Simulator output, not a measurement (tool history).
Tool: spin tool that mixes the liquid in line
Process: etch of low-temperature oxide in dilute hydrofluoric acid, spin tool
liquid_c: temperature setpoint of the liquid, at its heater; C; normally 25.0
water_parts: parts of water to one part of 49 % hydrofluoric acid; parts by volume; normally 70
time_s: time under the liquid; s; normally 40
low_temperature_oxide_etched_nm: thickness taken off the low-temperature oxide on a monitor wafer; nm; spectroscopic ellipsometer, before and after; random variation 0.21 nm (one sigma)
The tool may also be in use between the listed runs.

| run | hour | liquid_c | water_parts | time_s | wafers since the last listed run | hours since the thermometer was replaced | hours since the hydrofluoric acid flow meter was replaced | hours since the gauge calibration | read-back film thickness of the low-temperature oxide reference wafer, read on the same gauge (nm) | low_temperature_oxide_etched_nm |
|---|---|---|---|---|---|---|---|---|---|---|
| 1 | 0.0 | 25.0 | 70 | 40 | 0 | 9.9 | 442.1 | 481.4 | 140.02 | 19.55 |
| 2 | 17.1 | 25.0 | 70 | 40 | 236 | 27.0 | 459.2 | 498.5 | 140.00 | 19.54 |
| 3 | 23.7 | 25.0 | 70 | 40 | 91 | 33.6 | 465.8 | 505.1 | 140.01 | 19.28 |
| 4 | 41.4 | 25.0 | 70 | 40 | 244 | 51.3 | 483.5 | 522.8 | 140.00 | 19.61 |
|  | 46.1 | hydrofluoric acid flow meter replaced |
| 5 | 55.2 | 25.0 | 70 | 40 | 177 | 65.1 | 9.1 | 536.6 | 139.97 | 19.53 |
| 6 | 68.3 | 25.0 | 70 | 40 | 181 | 78.2 | 22.2 | 549.7 | 140.02 | 19.27 |
| 7 | 74.9 | 25.0 | 70 | 40 | 91 | 84.8 | 28.8 | 556.3 | 139.99 | 19.37 |
| 8 | 87.6 | 23.0 | 60 | 40 | 175 | 97.5 | 41.5 | 569.0 | 140.01 | 20.72 |
| 9 | 102.0 | 23.0 | 60 | 40 | 199 | 111.9 | 55.9 | 583.4 | 139.99 | 21.04 |
| 10 | 113.7 | 25.0 | 70 | 40 | 161 | 123.6 | 67.6 | 595.1 | 140.00 | 19.53 |
| 11 | 125.2 | 25.0 | 70 | 30 | 159 | 135.1 | 79.1 | 606.6 | 140.01 | 14.77 |
|  | 129.4 | thermometer replaced, repeated, since the last time left the tool worse |
| 12 | 138.3 | 25.0 | 45 | 50 | 167 | 8.9 | 92.2 | 619.7 | 140.03 | 41.62 |
| 13 | 146.7 | 27.0 | 95 | 25 | 116 | 17.3 | 100.6 | 628.1 | 140.01 | 10.26 |
| 14 | 160.2 | 28.5 | 90 | 35 | 186 | 30.8 | 114.1 | 641.6 | 140.01 | 16.11 |
| 15 | 177.6 | 27.5 | 105 | 15 | 240 | 48.2 | 131.5 | 659.0 | 139.98 | 5.53 |
| 16 | 190.5 | 25.0 | 70 | 40 | 178 | 61.1 | 144.4 | 671.9 | 139.99 | 20.67 |
| 17 | 200.6 | 22.0 | 70 | 40 | 139 | 71.2 | 154.5 | 682.0 | 139.97 | 18.45 |
|  | 203.0 | gauge calibrated |
| 18 | 225.5 | 21.5 | 70 | 50 | 344 | 96.1 | 179.4 | 22.5 | 140.04 | 22.71 |
| 19 | 239.7 | 21.0 | 70 | 40 | 196 | 110.3 | 193.6 | 36.7 | 140.02 | 17.67 |
| 20 | 256.1 | 25.0 | 70 | 40 | 226 | 126.7 | 210.0 | 53.1 | 139.98 | 20.86 |
| 21 | 263.6 | 26.5 | 55 | 65 | 103 | 134.2 | 217.5 | 60.6 | 140.00 | 47.27 |
| 22 | 272.7 | 25.0 | 70 | 40 | 125 | 143.3 | 226.6 | 69.7 | 140.00 | 20.74 |
| 23 | 279.1 | 25.0 | 70 | 40 | 88 | 149.7 | 233.0 | 76.1 | 140.02 | 20.85 |
| 24 | 286.0 | 22.5 | 70 | 40 | 95 | 156.6 | 239.9 | 83.0 | 139.99 | 19.04 |
| 25 | 299.9 | 25.0 | 85 | 30 | 192 | 170.5 | 253.8 | 96.9 | 140.00 | 12.83 |
| 26 | 312.5 | 25.0 | 80 | 55 | 174 | 183.1 | 266.4 | 109.5 | 140.00 | 24.79 |
| 27 | 319.6 | 27.5 | 70 | 40 | 98 | 190.2 | 273.5 | 116.6 | 139.98 | 23.26 |
| 28 | 327.1 | 25.0 | 70 | 40 | 103 | 197.7 | 281.0 | 124.1 | 140.02 | 20.97 |
| 29 | 334.3 | 25.0 | 60 | 65 | 99 | 204.9 | 288.2 | 131.3 | 140.02 | 39.75 |
| 30 | 344.5 | 26.5 | 55 | 60 | 141 | 215.1 | 298.4 | 141.5 | 139.98 | 42.51 |
| 31 | 358.9 | 25.0 | 70 | 40 | 199 | 229.5 | 312.8 | 155.9 | 140.00 | 21.01 |
| 32 | 367.5 | 25.0 | 55 | 60 | 119 | 238.1 | 321.4 | 164.5 | 139.99 | 40.31 |

List, for all runs, the conditions of the tool that the log does not record:
hydrofluoric acid flow above the setpoint (%): 0, the same for each run
gauge reads high (%): 0, the same for each run
H1: liquid colder than its thermometer reads (K)
| run | H1 |
|---|---|
| 1 | 1.96 |
| 2 | 1.99 |
| 3 | 2.01 |
| 4 | 2.04 |
| 5 | 2.07 |
| 6 | 2.09 |
| 7 | 2.11 |
| 8 | 2.13 |
| 9 | 2.16 |
| 10 | 2.18 |
| 11 | 2.21 |
| 12 | 0.079 |
| 13 | 0.0954 |
| 14 | 0.122 |
| 15 | 0.156 |
| 16 | 0.181 |
| 17 | 0.201 |
| 18 | 0.25 |
| 19 | 0.278 |
| 20 | 0.31 |
| 21 | 0.325 |
| 22 | 0.342 |
| 23 | 0.355 |
| 24 | 0.369 |
| 25 | 0.396 |
| 26 | 0.42 |
| 27 | 0.434 |
| 28 | 0.449 |
| 29 | 0.463 |
| 30 | 0.483 |
| 31 | 0.511 |
| 32 | 0.528 |

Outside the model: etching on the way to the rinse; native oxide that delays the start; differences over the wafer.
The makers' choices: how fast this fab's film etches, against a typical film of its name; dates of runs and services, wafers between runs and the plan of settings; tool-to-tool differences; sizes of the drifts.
